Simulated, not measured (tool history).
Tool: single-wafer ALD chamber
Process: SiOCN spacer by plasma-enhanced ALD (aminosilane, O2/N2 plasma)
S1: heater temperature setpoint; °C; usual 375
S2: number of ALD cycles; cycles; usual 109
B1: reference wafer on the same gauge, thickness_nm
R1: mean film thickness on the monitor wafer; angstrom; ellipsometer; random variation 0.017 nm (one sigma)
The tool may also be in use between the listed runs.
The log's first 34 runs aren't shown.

| run | hour | S1 | S2 | B1 | R1 |
|---|---|---|---|---|---|
| 35 | 2929.7 | 365 | 123 | 7.360 | 77.85 |
| 36 | 2982.4 | 375 | 99 | 7.347 | 62.11 |
|  | 3041.8 | thermocouple changed; heater temperature recalibrated |
| 37 | 3066.2 | 365 | 127 | 7.340 | 79.52 |
| 38 | 3113.8 | 375 | 103 | 7.332 | 64.50 |
| 39 | 3179.4 | 380 | 98 | 7.319 | 61.50 |
| 40 | 3231.9 | 386 | 126 | 7.307 | 78.82 |
| 41 | 3312.3 | 366 | 95 | 7.298 | 59.25 |
| 42 | 3365.1 | 384 | 97 | 7.288 | 60.61 |
| 43 | 3434.6 | 375 | 130 | 7.285 | 81.19 |
| 44 | 3480.6 | 384 | 120 | 7.270 | 74.66 |
| 45 | 3567.6 | 386 | 94 | 7.268 | 58.52 |
| 46 | 3610.2 | 375 | 109 | 7.260 | 67.79 |
| 47 | 3650.6 | 375 | 109 | 7.262 | 67.94 |

3 ways to go on from here, each from the tool as it stands after run 47. What would each give?
| A | 3651.2 | 375 | 109 | ? | ? |
| B | 3651.2 | 387 | 129 | ? | ? |
| C | 3651.2 | 360 | 92 | ? | ? |

| run | B1 | R1 |
|---|---|---|
| A | 7.264 | 67.72 |
| B | 7.264 | 80.14 |
| C | 7.264 | 57.16 |
Without the tool's hidden state the same runs would have given:
| run | R1 |
|---|---|
| A | 69.11 |
| B | 81.78 |
| C | 58.33 |
